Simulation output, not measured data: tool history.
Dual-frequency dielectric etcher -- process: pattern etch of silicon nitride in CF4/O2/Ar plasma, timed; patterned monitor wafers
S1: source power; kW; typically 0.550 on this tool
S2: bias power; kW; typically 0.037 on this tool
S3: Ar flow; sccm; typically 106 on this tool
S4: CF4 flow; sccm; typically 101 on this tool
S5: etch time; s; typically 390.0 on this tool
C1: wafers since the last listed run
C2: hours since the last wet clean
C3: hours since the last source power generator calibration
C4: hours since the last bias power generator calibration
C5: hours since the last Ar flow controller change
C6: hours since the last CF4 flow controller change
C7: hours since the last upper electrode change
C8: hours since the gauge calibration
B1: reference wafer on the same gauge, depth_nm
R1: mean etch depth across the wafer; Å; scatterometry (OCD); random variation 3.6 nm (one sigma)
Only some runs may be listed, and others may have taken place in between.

run     day     S1     S2   S3   S4     S5   C1     C2      C3      C4      C5      C6      C7      C8     B1     R1
  1   0.000  0.550  0.037   96  101  492.5    0   40.0  3388.2   344.6   163.0  2724.4   136.5   757.2  823.3  10059
  2   4.421  0.420  0.045  106   81  488.0  523  146.1  3494.3   450.7   269.1  2830.5   242.6   863.3  824.1   7470
      7.333  -- source power generator calibrated
  3   8.171  0.480  0.037  106  101  438.0  423  236.1    20.1   540.7   359.1  2920.5   332.6   953.3  824.2   7570
  4   9.804  0.640  0.037  123   86  503.0  193  275.3    59.3   579.9   398.3  2959.7   371.8   992.5  824.5  11092
     11.054  -- CF4 flow controller replaced
  5  12.788  0.550  0.037  115  101  390.0  323  346.9   130.9   651.5   469.9    41.6   443.4  1064.1  824.6   7667
  6  15.367  0.550  0.037  106  101  390.0  305  408.8   192.8   713.4   531.8   103.5   505.3  1126.0  822.8   7777
  7  17.721  0.550  0.037  106  101  390.0  278  465.3   249.3   769.9   588.3   160.0   561.8  1182.5  823.9   7821
  8  22.088  0.550  0.037   86  124  390.0  516  570.1   354.1   874.7   693.1   264.8   666.6  1287.3  823.7   8324
     26.400  -- wet clean of the chamber
  9  26.421  0.550  0.037  106  101  328.5  394    0.5   458.1   978.7   797.1   368.8   770.6  1391.3  824.8   6508
     26.854  -- gauge calibrated
 10  27.579  0.550  0.037   96  101  492.5  137   28.3   485.9  1006.5   824.9   396.6   798.4    17.4  822.8  10087
 11  29.779  0.550  0.037  106  101  390.0  260   81.1   538.7  1059.3   877.7   449.4   851.2    70.2  824.7   7859
 12  32.083  0.550  0.044  106  116  390.0  272  136.4   594.0  1114.6   933.0   504.7   906.5   125.5  824.4   8399
 13  34.571  0.430  0.037   95  101  483.0  294  196.1   653.7  1174.3   992.7   564.4   966.2   185.2  824.4   7483
 14  36.979  0.550  0.037  106  101  390.0  284  253.9   711.5  1232.1  1050.5   622.2  1024.0   243.0  823.5   7803
 15  40.121  0.550  0.037  106  101  390.0  371  329.3   786.9  1307.5  1125.9   697.6  1099.4   318.4  825.8   7798
 16  42.800  0.510  0.037  106  101  422.5  316  393.6   851.2  1371.8  1190.2   761.9  1163.7   382.7  823.6   7755
 17  45.217  0.440  0.037   86  101  390.0  285  451.6   909.2  1429.8  1248.2   819.9  1221.7   440.7  823.3   6385

What will run 18 give?
 18  48.038  0.680  0.045  106  123  426.0  333  519.3  976.9  1497.5  1315.9  887.6  1289.4  508.4   ?   ?

B1: 823.6
R1: 11570 Å
Had the tool carried no hidden state, the very same run would have given R1 11570 Å.
